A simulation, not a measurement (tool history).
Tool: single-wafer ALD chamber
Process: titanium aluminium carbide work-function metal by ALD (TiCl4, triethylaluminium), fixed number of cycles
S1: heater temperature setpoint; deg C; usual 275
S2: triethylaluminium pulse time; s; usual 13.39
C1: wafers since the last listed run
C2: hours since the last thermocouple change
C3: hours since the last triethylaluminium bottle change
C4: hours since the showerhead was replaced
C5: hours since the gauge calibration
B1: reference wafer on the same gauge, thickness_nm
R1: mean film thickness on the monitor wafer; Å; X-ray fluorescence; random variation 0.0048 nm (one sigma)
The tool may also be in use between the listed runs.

run 1 day=0.000 | S1=279 S2=9.41 | C1=0 C2=1315.5 C3=1595.6 C4=4790.4 C5=542.8 | B1=1.541 | R1=15.53
run 2 day=1.196 | S1=279 S2=9.41 | C1=228 C2=1344.2 C3=1624.3 C4=4819.1 C5=571.5 | B1=1.541 | R1=15.46
run 3 day=2.779 | S1=279 S2=9.41 | C1=302 C2=1382.2 C3=1662.3 C4=4857.1 C5=609.5 | B1=1.542 | R1=15.52
run 4 day=4.625 | S1=275 S2=13.39 | C1=352 C2=1426.5 C3=1706.6 C4=4901.4 C5=653.8 | B1=1.541 | R1=15.67
run 5 day=6.958 | S1=275 S2=13.39 | C1=445 C2=1482.5 C3=1762.6 C4=4957.4 C5=709.8 | B1=1.541 | R1=15.60
run 6 day=9.883 | S1=275 S2=13.39 | C1=559 C2=1552.7 C3=1832.8 C4=5027.6 C5=780.0 | B1=1.541 | R1=15.56
run 7 day=12.350 | S1=275 S2=13.39 | C1=471 C2=1611.9 C3=1892.0 C4=5086.8 C5=839.2 | B1=1.539 | R1=15.59
run 8 day=14.896 | S1=275 S2=13.39 | C1=486 C2=1673.0 C3=1953.1 C4=5147.9 C5=900.3 | B1=1.539 | R1=15.60
run 9 day=16.808 | S1=275 S2=13.39 | C1=365 C2=1718.9 C3=1999.0 C4=5193.8 C5=946.2 | B1=1.539 | R1=15.64
run 10 day=18.183 | S1=275 S2=13.39 | C1=262 C2=1751.9 C3=2032.0 C4=5226.8 C5=979.2 | B1=1.540 | R1=15.63
run 11 day=19.542 | S1=275 S2=13.39 | C1=259 C2=1784.5 C3=2064.6 C4=5259.4 C5=1011.8 | B1=1.540 | R1=15.60
-- day=20.129 thermocouple changed; heater temperature recalibrated
-- day=20.758 gauge calibrated
run 12 day=22.350 | S1=279 S2=13.39 | C1=473 C2=53.3 C3=2132.0 C4=5326.8 C5=38.2 | B1=1.540 | R1=15.88
run 13 day=24.079 | S1=275 S2=15.99 | C1=330 C2=94.8 C3=2173.5 C4=5368.3 C5=79.7 | B1=1.538 | R1=15.74
-- day=26.083 triethylaluminium bottle replaced
-- day=26.758 showerhead replaced
run 14 day=26.779 | S1=275 S2=13.39 | C1=388 C2=159.6 C3=16.7 C4=0.5 C5=144.5 | B1=1.539 | R1=15.55
run 15 day=28.125 | S1=267 S2=11.68 | C1=257 C2=191.9 C3=49.0 C4=32.8 C5=176.8 | B1=1.542 | R1=14.69
run 16 day=31.092 | S1=260 S2=17.90 | C1=567 C2=263.1 C3=120.2 C4=104.0 C5=248.0 | B1=1.540 | R1=14.43
run 17 day=33.046 | S1=270 S2=16.36 | C1=373 C2=310.0 C3=167.1 C4=150.9 C5=294.9 | B1=1.540 | R1=15.23
run 18 day=34.946 | S1=275 S2=9.79 | C1=363 C2=355.6 C3=212.7 C4=196.5 C5=340.5 | B1=1.541 | R1=15.17
run 19 day=36.733 | S1=289 S2=8.04 | C1=341 C2=398.5 C3=255.6 C4=239.4 C5=383.4 | B1=1.540 | R1=15.94

Run 20 comes next. What will it give?
run 20 day=39.779 | S1=275 S2=13.39 | C1=582 C2=471.6 C3=328.7 C4=312.5 C5=456.5 | B1=? | R1=?

B1: 1.540
R1: 15.63 Å
Without the tool's hidden state the same run would have given R1 15.63 Å.
